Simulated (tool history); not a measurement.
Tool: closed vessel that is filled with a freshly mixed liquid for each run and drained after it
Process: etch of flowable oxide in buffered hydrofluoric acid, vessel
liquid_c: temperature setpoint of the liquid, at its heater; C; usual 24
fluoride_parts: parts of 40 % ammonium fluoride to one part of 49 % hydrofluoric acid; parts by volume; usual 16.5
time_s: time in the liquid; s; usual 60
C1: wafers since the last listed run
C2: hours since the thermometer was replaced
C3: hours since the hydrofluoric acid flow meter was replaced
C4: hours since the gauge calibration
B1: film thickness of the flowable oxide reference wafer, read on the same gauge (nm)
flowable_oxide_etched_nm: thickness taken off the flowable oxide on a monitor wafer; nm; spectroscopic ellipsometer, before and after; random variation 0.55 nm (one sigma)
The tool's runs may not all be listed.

Run 1, hour 0: usual settings but fluoride_parts 13.5 parts by volume; C1 0; C2 1954.4; C3 927.2; C4 88.8; B1 80. Result: flowable_oxide_etched_nm 144.35 nm.
Run 2, hour 34.9: usual settings; C1 2421; C2 1989.3; C3 962.1; C4 123.7; B1 80.01. Result: flowable_oxide_etched_nm 118.27 nm.
Run 3, hour 45.3: usual settings; C1 721; C2 1999.7; C3 972.5; C4 134.1; B1 80. Result: flowable_oxide_etched_nm 118.66 nm.
Run 4, hour 58.7: usual settings but liquid_c 27 C, time_s 70 s; C1 929; C2 2013.1; C3 985.9; C4 147.5; B1 80. Result: flowable_oxide_etched_nm 163.25 nm.
Run 5, hour 73.9: usual settings but liquid_c 27 C, time_s 70 s; C1 1054; C2 2028.3; C3 1001.1; C4 162.7; B1 79.99. Result: flowable_oxide_etched_nm 164.05 nm.
Run 6, hour 83.5: usual settings but liquid_c 27 C, time_s 70 s; C1 666; C2 2037.9; C3 1010.7; C4 172.3; B1 79.99. Result: flowable_oxide_etched_nm 163.11 nm.
Run 7, hour 95.7: usual settings but time_s 50 s; C1 846; C2 2050.1; C3 1022.9; C4 184.5; B1 79.99. Result: flowable_oxide_etched_nm 98.81 nm.
Run 8, hour 110.1: usual settings; C1 999; C2 2064.5; C3 1037.3; C4 198.9; B1 80.01. Result: flowable_oxide_etched_nm 118.34 nm.
At hour 112.4: gauge calibrated.
Run 9, hour 125.9: usual settings; C1 1096; C2 2080.3; C3 1053.1; C4 13.5; B1 80. Result: flowable_oxide_etched_nm 117.81 nm.
Run 10, hour 133.2: usual settings; C1 506; C2 2087.6; C3 1060.4; C4 20.8; B1 80.01. Result: flowable_oxide_etched_nm 117.91 nm.
Run 11, hour 143.4: usual settings; C1 707; C2 2097.8; C3 1070.6; C4 31; B1 79.99. Result: flowable_oxide_etched_nm 118.25 nm.
Run 12, hour 155.5: usual settings but time_s 45 s; C1 839; C2 2109.9; C3 1082.7; C4 43.1; B1 80. Result: flowable_oxide_etched_nm 88.41 nm.
Run 13, hour 169.7: usual settings but liquid_c 27 C, time_s 70 s; C1 985; C2 2124.1; C3 1096.9; C4 57.3; B1 80.01. Result: flowable_oxide_etched_nm 162.83 nm.
Run 14, hour 184.4: usual settings but liquid_c 25.5 C, fluoride_parts 20.5 parts by volume, time_s 75 s; C1 1020; C2 2138.8; C3 1111.6; C4 72; B1 80.02. Result: flowable_oxide_etched_nm 130.65 nm.
At hour 191.6: thermometer replaced.
Run 15, hour 201.8: usual settings but fluoride_parts 10.5 parts by volume, time_s 70 s; C1 1138; C2 10.2; C3 1129; C4 89.4; B1 79.99. Result: flowable_oxide_etched_nm 241.04 nm.
Run 16, hour 215.2: usual settings but fluoride_parts 12.5 parts by volume, time_s 50 s; C1 929; C2 23.6; C3 1142.4; C4 102.8; B1 80. Result: flowable_oxide_etched_nm 147.54 nm.
At hour 243: hydrofluoric acid flow meter replaced.
Run 17, hour 259.4: usual settings but liquid_c 29 C, fluoride_parts 13.5 parts by volume, time_s 35 s; C1 2997; C2 67.8; C3 16.4; C4 147; B1 79.98. Result: flowable_oxide_etched_nm 115.71 nm.
At hour 288.9: gauge calibrated.
Run 18, hour 311.5: usual settings but liquid_c 21 C, time_s 90 s; C1 3615; C2 119.9; C3 68.5; C4 22.6; B1 79.99. Result: flowable_oxide_etched_nm 158.67 nm.

Run 19 comes next. What will it give?
Run 19, hour 327.2: usual settings but liquid_c 29 C, fluoride_parts 13.5 parts by volume, time_s 35 s; C1 1089; C2 135.6; C3 84.2; C4 38.3; B1 ?. Result: flowable_oxide_etched_nm ?.

Run 19 gave B1 80.01, flowable_oxide_etched_nm 115.85 nm.
Without the tool's hidden state the same run would have given flowable_oxide_etched_nm 116.94 nm.

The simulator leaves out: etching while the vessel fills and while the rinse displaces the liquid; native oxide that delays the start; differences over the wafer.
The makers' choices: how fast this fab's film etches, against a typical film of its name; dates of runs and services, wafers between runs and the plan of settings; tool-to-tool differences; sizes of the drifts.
